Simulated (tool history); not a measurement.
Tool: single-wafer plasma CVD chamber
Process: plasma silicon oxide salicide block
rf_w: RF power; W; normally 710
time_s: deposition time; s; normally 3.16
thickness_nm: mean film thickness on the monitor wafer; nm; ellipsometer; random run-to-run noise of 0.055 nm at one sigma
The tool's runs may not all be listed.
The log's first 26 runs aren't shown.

run   hour  rf_w  time_s  wafers since the last listed run  hours since the last RF generator calibration  hours since the showerhead was replaced  hours since the gauge calibration  read-back reference wafer on the same gauge, thickness_nm  thickness_nm
 27  392.7   805    3.52                               361                                           94.5                                   3128.8                               72.8                                                     40.508        41.638
 28  408.7   710    3.16                               608                                          110.5                                   3144.8                               88.8                                                     40.515        36.226
     425.5  -- showerhead replaced, of another model than before
 29  426.0   710    3.16                               353                                          127.8                                      0.5                              106.1                                                     40.498        36.347
 30  426.3   710    3.16                                11                                          128.1                                      0.8                              106.4                                                     40.510        36.301
 31  441.8   585    2.97                               589                                          143.6                                     16.3                              121.9                                                     40.496        33.004
 32  448.3   765    3.75                               247                                          150.1                                     22.8                              128.4                                                     40.500        43.615
 33  457.2   710    3.16                               338                                          159.0                                     31.7                              137.3                                                     40.511        36.277
 34  471.2   710    3.67                               532                                          173.0                                     45.7                              151.3                                                     40.491        42.041
 35  479.4   590    2.73                               311                                          181.2                                     53.9                              159.5                                                     40.514        30.253
 36  489.8   765    3.40                               395                                          191.6                                     64.3                              169.9                                                     40.474        39.553
 37  526.2   840    3.34                              1383                                          228.0                                    100.7                              206.3                                                     40.507        39.426
 38  537.0   760    2.87                               410                                          238.8                                    111.5                              217.1                                                     40.492        33.280
 39  559.9   670    3.50                               870                                          261.7                                    134.4                              240.0                                                     40.513        39.755
 40  569.8   710    2.96                               376                                          271.6                                    144.3                              249.9                                                     40.512        33.914
 41  584.5   710    3.16                               558                                          286.3                                    159.0                              264.6                                                     40.532        36.152
 42  596.8   580    3.71                               467                                          298.6                                    171.3                              276.9                                                     40.477        41.036
 43  603.1   710    3.16                               239                                          304.9                                    177.6                              283.2                                                     40.518        36.280
 44  611.5   800    2.77                               319                                          313.3                                    186.0                              291.6                                                     40.532        32.393
 45  618.8   785    3.53                               277                                          320.6                                    193.3                              298.9                                                     40.495        41.155

Here are 3 independent what-if runs from the current tool condition. What would each one return?
  A  619.2   710    2.79                                15                                          321.0                                    193.7                              299.3                                                          ?             ?
  B  619.2   770    3.34                                15                                          321.0                                    193.7                              299.3                                                          ?             ?
  C  619.2   780    2.71                                15                                          321.0                                    193.7                              299.3                                                          ?             ?

run  read-back reference wafer on the same gauge, thickness_nm  thickness_nm
  A                                                     40.496        32.029
  B                                                     40.496        38.905
  C                                                     40.496        31.641
Take away the tool's hidden state, keep each run's random variation, and the runs would have read:
run  thickness_nm
  A        32.256
  B        39.180
  C        31.865
